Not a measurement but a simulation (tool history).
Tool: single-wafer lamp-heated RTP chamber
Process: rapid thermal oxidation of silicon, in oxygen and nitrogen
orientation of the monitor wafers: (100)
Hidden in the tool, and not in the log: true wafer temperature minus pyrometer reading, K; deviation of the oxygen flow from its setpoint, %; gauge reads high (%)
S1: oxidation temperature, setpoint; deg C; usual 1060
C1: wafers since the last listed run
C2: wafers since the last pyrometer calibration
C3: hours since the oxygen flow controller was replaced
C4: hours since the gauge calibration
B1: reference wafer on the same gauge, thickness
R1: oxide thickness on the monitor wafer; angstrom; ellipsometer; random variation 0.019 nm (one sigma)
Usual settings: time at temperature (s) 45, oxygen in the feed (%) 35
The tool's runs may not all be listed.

{"run": 1, "hour": 0.0, "S1": 1060, "time at temperature (s)": 45, "oxygen in the feed (%)": 19, "C1": 0, "C2": 3187, "C3": 5811.6, "C4": 321.0, "B1": 4.667, "R1": 44.13}
{"run": 2, "hour": 20.3, "S1": 1060, "time at temperature (s)": 45, "oxygen in the feed (%)": 19, "C1": 143, "C2": 3331, "C3": 5831.9, "C4": 341.3, "B1": 4.665, "R1": 43.68}
{"run": 3, "hour": 71.8, "S1": 1060, "time at temperature (s)": 45, "oxygen in the feed (%)": 35, "C1": 364, "C2": 3696, "C3": 5883.4, "C4": 392.8, "B1": 4.669, "R1": 54.05}
{"run": 4, "hour": 84.6, "S1": 1060, "time at temperature (s)": 45, "oxygen in the feed (%)": 35, "C1": 90, "C2": 3787, "C3": 5896.2, "C4": 405.6, "B1": 4.666, "R1": 53.95}
{"run": 5, "hour": 105.4, "S1": 1077, "time at temperature (s)": 45, "oxygen in the feed (%)": 35, "C1": 147, "C2": 3934, "C3": 5917.0, "C4": 426.4, "B1": 4.664, "R1": 60.36}
{"run": 6, "hour": 140.3, "S1": 1077, "time at temperature (s)": 45, "oxygen in the feed (%)": 35, "C1": 247, "C2": 4182, "C3": 5951.9, "C4": 461.3, "B1": 4.672, "R1": 60.16}
{"run": 7, "hour": 174.9, "S1": 1077, "time at temperature (s)": 45, "oxygen in the feed (%)": 35, "C1": 245, "C2": 4427, "C3": 5986.5, "C4": 495.9, "B1": 4.666, "R1": 60.06}
{"run": 8, "hour": 200.5, "S1": 1060, "time at temperature (s)": 45, "oxygen in the feed (%)": 17, "C1": 181, "C2": 4608, "C3": 6012.1, "C4": 521.5, "B1": 4.666, "R1": 42.1}
{"run": 9, "hour": 219.1, "S1": 1060, "time at temperature (s)": 45, "oxygen in the feed (%)": 17, "C1": 131, "C2": 4740, "C3": 6030.7, "C4": 540.1, "B1": 4.666, "R1": 42.42}
{"run": 10, "hour": 240.9, "S1": 1060, "time at temperature (s)": 61, "oxygen in the feed (%)": 17, "C1": 154, "C2": 4895, "C3": 6052.5, "C4": 561.9, "B1": 4.672, "R1": 48.4}
{"run": 11, "hour": 257.5, "S1": 1060, "time at temperature (s)": 45, "oxygen in the feed (%)": 46, "C1": 117, "C2": 5012, "C3": 6069.1, "C4": 578.5, "B1": 4.67, "R1": 59.3}
{"run": 12, "hour": 271.5, "S1": 1060, "time at temperature (s)": 45, "oxygen in the feed (%)": 46, "C1": 99, "C2": 5112, "C3": 6083.1, "C4": 592.5, "B1": 4.667, "R1": 59.57}
{"hour": 291.4, "done": "oxygen flow controller replaced"}
{"run": 13, "hour": 306.3, "S1": 1060, "time at temperature (s)": 45, "oxygen in the feed (%)": 46, "C1": 189, "C2": 5301, "C3": 14.9, "C4": 627.3, "B1": 4.667, "R1": 59.25}
{"run": 14, "hour": 319.3, "S1": 1060, "time at temperature (s)": 56, "oxygen in the feed (%)": 35, "C1": 92, "C2": 5394, "C3": 27.9, "C4": 640.3, "B1": 4.67, "R1": 59.39}
{"run": 15, "hour": 346.7, "S1": 1086, "time at temperature (s)": 45, "oxygen in the feed (%)": 35, "C1": 194, "C2": 5588, "C3": 55.3, "C4": 667.7, "B1": 4.669, "R1": 63.21}
{"run": 16, "hour": 377.1, "S1": 1051, "time at temperature (s)": 33, "oxygen in the feed (%)": 27, "C1": 215, "C2": 5803, "C3": 85.7, "C4": 698.1, "B1": 4.669, "R1": 41.12}
{"run": 17, "hour": 389.8, "S1": 1088, "time at temperature (s)": 65, "oxygen in the feed (%)": 44, "C1": 90, "C2": 5893, "C3": 98.4, "C4": 710.8, "B1": 4.667, "R1": 82.15}
{"run": 18, "hour": 416.5, "S1": 1060, "time at temperature (s)": 33, "oxygen in the feed (%)": 35, "C1": 189, "C2": 6082, "C3": 125.1, "C4": 737.5, "B1": 4.668, "R1": 47.52}
{"hour": 439.7, "done": "gauge calibrated"}
{"run": 19, "hour": 444.6, "S1": 1085, "time at temperature (s)": 61, "oxygen in the feed (%)": 35, "C1": 199, "C2": 6282, "C3": 153.2, "C4": 4.9, "B1": 4.674, "R1": 72.42}
{"run": 20, "hour": 475.3, "S1": 1060, "time at temperature (s)": 64, "oxygen in the feed (%)": 27, "C1": 217, "C2": 6499, "C3": 183.9, "C4": 35.6, "B1": 4.67, "R1": 57.37}
{"run": 21, "hour": 490.3, "S1": 1060, "time at temperature (s)": 45, "oxygen in the feed (%)": 35, "C1": 106, "C2": 6605, "C3": 198.9, "C4": 50.6, "B1": 4.673, "R1": 54.1}
{"run": 22, "hour": 526.3, "S1": 1076, "time at temperature (s)": 45, "oxygen in the feed (%)": 17, "C1": 255, "C2": 6861, "C3": 234.9, "C4": 86.6, "B1": 4.666, "R1": 46.75}
{"run": 23, "hour": 557.4, "S1": 1060, "time at temperature (s)": 45, "oxygen in the feed (%)": 65, "C1": 220, "C2": 7081, "C3": 266.0, "C4": 117.7, "B1": 4.672, "R1": 67.14}
{"hour": 580.6, "done": "pyrometer window cleaned and pyrometer calibrated"}
{"run": 24, "hour": 589.0, "S1": 1060, "time at temperature (s)": 45, "oxygen in the feed (%)": 35, "C1": 167, "C2": 59, "C3": 297.6, "C4": 149.3, "B1": 4.672, "R1": 54.03}
{"run": 25, "hour": 608.9, "S1": 1060, "time at temperature (s)": 45, "oxygen in the feed (%)": 35, "C1": 141, "C2": 200, "C3": 317.5, "C4": 169.2, "B1": 4.664, "R1": 53.93}
{"run": 26, "hour": 701.3, "S1": 1060, "time at temperature (s)": 45, "oxygen in the feed (%)": 35, "C1": 654, "C2": 855, "C3": 409.9, "C4": 261.6, "B1": 4.67, "R1": 54.1}
{"run": 27, "hour": 730.4, "S1": 1078, "time at temperature (s)": 25, "oxygen in the feed (%)": 18, "C1": 206, "C2": 1061, "C3": 439.0, "C4": 290.7, "B1": 4.674, "R1": 38.27}
{"run": 28, "hour": 742.7, "S1": 1050, "time at temperature (s)": 45, "oxygen in the feed (%)": 17, "C1": 87, "C2": 1148, "C3": 451.3, "C4": 303.0, "B1": 4.661, "R1": 39.63}
{"run": 29, "hour": 761.1, "S1": 1060, "time at temperature (s)": 45, "oxygen in the feed (%)": 35, "C1": 130, "C2": 1278, "C3": 469.7, "C4": 321.4, "B1": 4.67, "R1": 54.2}

Hidden state at the last listed run before each entry between runs and at the first one after, where it differs:
Between runs 12 and 13: oxygen flow controller replaced (hour 291.4)
  no hidden state differs between the two runs
Between runs 18 and 19: gauge calibrated (hour 439.7)
  no hidden state differs between the two runs
Between runs 23 and 24: pyrometer window cleaned and pyrometer calibrated (hour 580.6)
  no hidden state differs between the two runs
